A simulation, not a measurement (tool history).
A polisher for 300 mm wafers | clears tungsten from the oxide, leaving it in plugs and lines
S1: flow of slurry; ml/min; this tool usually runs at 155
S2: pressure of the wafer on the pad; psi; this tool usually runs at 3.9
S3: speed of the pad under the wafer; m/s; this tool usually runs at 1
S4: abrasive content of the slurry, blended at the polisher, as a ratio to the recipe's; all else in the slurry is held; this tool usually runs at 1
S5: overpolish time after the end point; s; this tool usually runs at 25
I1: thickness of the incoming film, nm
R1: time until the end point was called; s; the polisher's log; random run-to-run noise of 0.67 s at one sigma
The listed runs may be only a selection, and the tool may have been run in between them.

{"run": 1, "hour": 0.0, "S1": 155, "S2": 3.9, "S3": 1, "S4": 1, "S5": 25, "I1": 411.8, "R1": 71.8}
{"run": 2, "hour": 19.0, "S1": 155, "S2": 3.9, "S3": 1, "S4": 1, "S5": 25, "I1": 402.2, "R1": 70.5}
{"hour": 23.8, "done": "slurry tank refilled with fresh slurry and peroxide"}
{"run": 3, "hour": 31.8, "S1": 155, "S2": 3.9, "S3": 1, "S4": 1, "S5": 25, "I1": 408.9, "R1": 70.6}
{"run": 4, "hour": 106.5, "S1": 155, "S2": 3.9, "S3": 1, "S4": 1, "S5": 25, "I1": 410.7, "R1": 72.5}
{"run": 5, "hour": 138.7, "S1": 155, "S2": 3.9, "S3": 1, "S4": 1, "S5": 37, "I1": 413.7, "R1": 72.2}
{"run": 6, "hour": 171.5, "S1": 155, "S2": 3.9, "S3": 1, "S4": 1, "S5": 37, "I1": 411.1, "R1": 69.7}
{"hour": 176.1, "done": "slurry blender recalibrated"}
{"hour": 178.9, "done": "worn pad replaced by a new one"}
{"run": 7, "hour": 186.8, "S1": 155, "S2": 3.9, "S3": 1, "S4": 1, "S5": 25, "I1": 407.9, "R1": 70.2}
{"run": 8, "hour": 204.0, "S1": 155, "S2": 5, "S3": 1, "S4": 1, "S5": 25, "I1": 407.7, "R1": 55.2}
{"run": 9, "hour": 223.7, "S1": 155, "S2": 5, "S3": 1, "S4": 1, "S5": 25, "I1": 417.1, "R1": 56.7}
{"run": 10, "hour": 249.0, "S1": 100, "S2": 3.9, "S3": 1, "S4": 1, "S5": 25, "I1": 402, "R1": 77.6}
{"hour": 262.0, "done": "slurry tank refilled with fresh slurry and peroxide"}
{"run": 11, "hour": 282.5, "S1": 120, "S2": 3.9, "S3": 1, "S4": 1.2, "S5": 37, "I1": 408.1, "R1": 72.6}
{"run": 12, "hour": 296.8, "S1": 155, "S2": 3.9, "S3": 1, "S4": 1.25, "S5": 14, "I1": 408, "R1": 68.3}
{"run": 13, "hour": 312.1, "S1": 155, "S2": 3.9, "S3": 1, "S4": 1, "S5": 25, "I1": 404.3, "R1": 69}
{"hour": 318.1, "done": "slurry nozzle cleaned"}
{"run": 14, "hour": 324.8, "S1": 155, "S2": 3.9, "S3": 1, "S4": 1.3, "S5": 25, "I1": 405.4, "R1": 67.8}
{"hour": 348.3, "done": "head pressure recalibrated"}
{"run": 15, "hour": 351.5, "S1": 105, "S2": 3.9, "S3": 0.72, "S4": 1, "S5": 25, "I1": 415.1, "R1": 108.1}
{"run": 16, "hour": 382.0, "S1": 155, "S2": 3.5, "S3": 1, "S4": 1, "S5": 25, "I1": 403.4, "R1": 78.9}
{"hour": 416.9, "done": "worn pad replaced by a new one"}
{"hour": 417.1, "done": "slurry blender recalibrated"}
{"run": 17, "hour": 417.6, "S1": 155, "S2": 3.9, "S3": 1, "S4": 1, "S5": 25, "I1": 405.2, "R1": 71.1}
{"run": 18, "hour": 426.7, "S1": 180, "S2": 3.9, "S3": 0.9, "S4": 1.3, "S5": 34, "I1": 408.5, "R1": 73}
{"run": 19, "hour": 458.3, "S1": 155, "S2": 3.9, "S3": 1, "S4": 1, "S5": 25, "I1": 408.8, "R1": 70.3}
{"run": 20, "hour": 486.3, "S1": 155, "S2": 3.9, "S3": 1.1, "S4": 1, "S5": 25, "I1": 419.1, "R1": 65.7}

Expected results for the next run?
{"hour": 503.2, "done": "slurry tank refilled with fresh slurry and peroxide"}
{"run": 21, "hour": 518.0, "S1": 175, "S2": 3.9, "S3": 1, "S4": 1, "S5": 25, "I1": 412.4, "R1": "?"}

For run 21 the tool returned R1 69.9 s.
Had the tool carried no hidden state, the very same run would have given R1 69.9 s.
